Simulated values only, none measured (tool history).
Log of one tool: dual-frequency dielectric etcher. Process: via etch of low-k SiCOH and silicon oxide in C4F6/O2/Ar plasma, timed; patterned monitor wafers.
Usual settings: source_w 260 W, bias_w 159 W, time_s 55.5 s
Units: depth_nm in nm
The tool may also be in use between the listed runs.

run   hour  source_w  bias_w  time_s  read-back reference wafer on the same gauge, depth_nm  depth_nm
  1      0       280     141    55.5                                                    145     124.1
  2   13.5       260     159      43                                                    145      96.1
  3   31.4       260     159    60.5                                                    145     135.8
  4   46.6       260     159    60.5                                                  145.1     135.4
      47.8  -- gauge calibrated
  5   56.5       260     159    55.5                                                    145     124.2
  6   70.9       260     159    55.5                                                    145     124.6
  7   82.1       260     159    55.5                                                    145     124.4
  8   93.6       260     159    55.5                                                  144.8     124.5
  9  106.4       260     159    55.5                                                    145     124.4
 10  115.5       320     144    60.5                                                  145.1     147.3
 11  127.1       260     159    55.5                                                  145.1     124.4
 12  138.7       260     122    55.5                                                    145     112.4
     143.1  -- bias power generator calibrated
 13  156.1       260     159    44.5                                                    145     100.2
 14  163.9       300     159    50.5                                                    145     123.9
 15    180       300     159    50.5                                                    145     123.9
 16  197.7       260     159      66                                                    145       149
 17  209.2       260     159      64                                                  145.1     143.6
     240.4  -- upper electrode replaced
 18  240.9       280     159      69                                                  145.1     163.1
 19  242.4       260     169    55.5                                                  144.9     128.3
 20  255.5       240     183      63                                                  144.9     142.2
 21  266.1       260     159    55.5                                                  144.9     125.3
 22  276.9       290     159    50.5                                                    145     121.3
 23  294.6       230     147    46.5                                                    145      94.3
 24  307.1       300     190      48                                                    145     126.8
 25  318.8       260     159    55.5                                                    145       125
 26  325.2       260     159    55.5                                                    145     125.2
 27  332.4       300     159    55.5                                                  144.9     136.4
 28  338.9       260     176      40                                                  144.9      93.6
 29  352.3       200     139    71.5                                                  144.9     127.9

Forecast each of these 5 alternatives for the next run:
  A  352.7       260     159    55.5                                                      ?         ?
  B  352.7       220     159      67                                                      ?         ?
  C  352.7       210     170    55.5                                                      ?         ?
  D  352.7       300     185      40                                                      ?         ?
  E  352.7       310     170      49                                                      ?         ?

run  read-back reference wafer on the same gauge, depth_nm  depth_nm
  A                                                    145     125.8
  B                                                    145     136.1
  C                                                    145     112.1
  D                                                    145     104.8
  E                                                    145     126.5
Without the tool's hidden state the same runs would have given:
run  depth_nm
  A     124.9
  B     135.2
  C     111.3
  D     104.1
  E     125.7
